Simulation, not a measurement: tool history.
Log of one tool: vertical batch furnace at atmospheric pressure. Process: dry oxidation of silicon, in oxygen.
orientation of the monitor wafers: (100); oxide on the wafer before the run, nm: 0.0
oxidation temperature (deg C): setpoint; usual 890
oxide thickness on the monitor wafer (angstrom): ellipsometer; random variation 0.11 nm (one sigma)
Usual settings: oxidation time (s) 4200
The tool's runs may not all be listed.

| run | hour | oxidation temperature (deg C) | oxidation time (s) | wafers since the last listed run | hours since the last temperature calibration | hours since the boat lift was adjusted | hours since the gauge calibration | read-back reference wafer on the same gauge, thickness | oxide thickness on the monitor wafer (angstrom) |
|---|---|---|---|---|---|---|---|---|---|
| 1 | 0.0 | 890 | 4200 | 0 | 4835.9 | 1072.7 | 316.1 | 18.17 | 203.1 |
| 2 | 21.1 | 876 | 3540 | 205 | 4857.0 | 1093.8 | 337.2 | 18.19 | 153.9 |
| 3 | 46.2 | 876 | 3540 | 244 | 4882.1 | 1118.9 | 362.3 | 18.21 | 155.4 |
| 4 | 113.0 | 898 | 5610 | 651 | 4948.9 | 1185.7 | 429.1 | 18.21 | 265.1 |
| 5 | 128.4 | 898 | 5610 | 150 | 4964.3 | 1201.1 | 444.5 | 18.20 | 265.4 |
| 6 | 148.7 | 890 | 4200 | 198 | 4984.6 | 1221.4 | 464.8 | 18.23 | 201.1 |
| 7 | 220.4 | 890 | 4200 | 699 | 5056.3 | 1293.1 | 536.5 | 18.18 | 201.4 |
|  | 245.0 | thermocouples replaced and temperature profile calibrated |
| 8 | 245.5 | 890 | 4200 | 10 | 0.5 | 1318.2 | 561.6 | 18.21 | 201.4 |
| 9 | 260.1 | 890 | 4200 | 142 | 15.1 | 1332.8 | 576.2 | 18.21 | 199.6 |
| 10 | 274.8 | 890 | 4200 | 143 | 29.8 | 1347.5 | 590.9 | 18.19 | 201.2 |
| 11 | 286.9 | 890 | 4200 | 118 | 41.9 | 1359.6 | 603.0 | 18.19 | 200.5 |
| 12 | 314.4 | 890 | 4200 | 268 | 69.4 | 1387.1 | 630.5 | 18.20 | 200.5 |
| 13 | 345.1 | 890 | 4200 | 299 | 100.1 | 1417.8 | 661.2 | 18.21 | 199.9 |
| 14 | 359.9 | 880 | 4830 | 144 | 114.9 | 1432.6 | 676.0 | 18.21 | 198.9 |
| 15 | 373.1 | 880 | 4830 | 128 | 128.1 | 1445.8 | 689.2 | 18.20 | 198.9 |
| 16 | 402.3 | 905 | 4200 | 284 | 157.3 | 1475.0 | 718.4 | 18.20 | 231.2 |
| 17 | 427.5 | 903 | 4200 | 245 | 182.5 | 1500.2 | 743.6 | 18.16 | 226.7 |
| 18 | 454.8 | 879 | 4830 | 266 | 209.8 | 1527.5 | 770.9 | 18.23 | 195.0 |
| 19 | 481.4 | 890 | 4200 | 259 | 236.4 | 1554.1 | 797.5 | 18.22 | 198.6 |
| 20 | 499.4 | 900 | 4200 | 175 | 254.4 | 1572.1 | 815.5 | 18.22 | 220.0 |
| 21 | 527.3 | 900 | 3630 | 272 | 282.3 | 1600.0 | 843.4 | 18.19 | 199.8 |
| 22 | 553.3 | 880 | 4200 | 253 | 308.3 | 1626.0 | 869.4 | 18.20 | 177.3 |
| 23 | 571.2 | 890 | 5040 | 174 | 326.2 | 1643.9 | 887.3 | 18.20 | 223.7 |
| 24 | 600.3 | 890 | 4200 | 283 | 355.3 | 1673.0 | 916.4 | 18.22 | 196.6 |
| 25 | 616.2 | 882 | 2640 | 155 | 371.2 | 1688.9 | 932.3 | 18.19 | 130.6 |
|  | 642.9 | boat lift adjusted |
| 26 | 643.4 | 890 | 5070 | 31 | 398.4 | 0.5 | 959.5 | 18.20 | 229.8 |
|  | 648.3 | gauge calibrated |
| 27 | 672.3 | 880 | 4830 | 282 | 427.3 | 29.4 | 24.0 | 18.21 | 200.9 |
| 28 | 689.0 | 869 | 2550 | 162 | 444.0 | 46.1 | 40.7 | 18.22 | 114.1 |
| 29 | 716.3 | 874 | 3450 | 266 | 471.3 | 73.4 | 68.0 | 18.23 | 150.3 |
| 30 | 743.6 | 890 | 4200 | 266 | 498.6 | 100.7 | 95.3 | 18.22 | 203.5 |
| 31 | 764.1 | 883 | 5040 | 200 | 519.1 | 121.2 | 115.8 | 18.18 | 215.2 |
| 32 | 789.1 | 871 | 2670 | 243 | 544.1 | 146.2 | 140.8 | 18.21 | 121.3 |
| 33 | 821.2 | 890 | 4200 | 313 | 576.2 | 178.3 | 172.9 | 18.20 | 203.4 |
| 34 | 840.9 | 890 | 4200 | 192 | 595.9 | 198.0 | 192.6 | 18.19 | 203.1 |
| 35 | 860.6 | 890 | 6060 | 192 | 615.6 | 217.7 | 212.3 | 18.19 | 261.6 |
| 36 | 877.6 | 890 | 4200 | 165 | 632.6 | 234.7 | 229.3 | 18.20 | 203.1 |
| 37 | 901.6 | 890 | 3660 | 234 | 656.6 | 258.7 | 253.3 | 18.18 | 187.5 |
| 38 | 969.3 | 907 | 4200 | 660 | 724.3 | 326.4 | 321.0 | 18.22 | 243.3 |

5 ways to go on from here, each from the tool as it stands after run 38. What would each give?
| A | 973.5 | 909 | 4200 | 40 | 728.5 | 330.6 | 325.2 | ? | ? |
| B | 973.5 | 906 | 5940 | 40 | 728.5 | 330.6 | 325.2 | ? | ? |
| C | 973.5 | 880 | 5250 | 40 | 728.5 | 330.6 | 325.2 | ? | ? |
| D | 973.5 | 906 | 2400 | 40 | 728.5 | 330.6 | 325.2 | ? | ? |
| E | 973.5 | 898 | 4200 | 40 | 728.5 | 330.6 | 325.2 | ? | ? |

| run | read-back reference wafer on the same gauge, thickness | oxide thickness on the monitor wafer (angstrom) |
|---|---|---|
| A | 18.19 | 247.3 |
| B | 18.19 | 301.6 |
| C | 18.19 | 212.5 |
| D | 18.19 | 165.5 |
| E | 18.19 | 221.2 |
Without the tool's hidden state the same runs would have given:
| run | oxide thickness on the monitor wafer (angstrom) |
|---|---|
| A | 250.0 |
| B | 305.1 |
| C | 215.0 |
| D | 167.4 |
| E | 223.8 |

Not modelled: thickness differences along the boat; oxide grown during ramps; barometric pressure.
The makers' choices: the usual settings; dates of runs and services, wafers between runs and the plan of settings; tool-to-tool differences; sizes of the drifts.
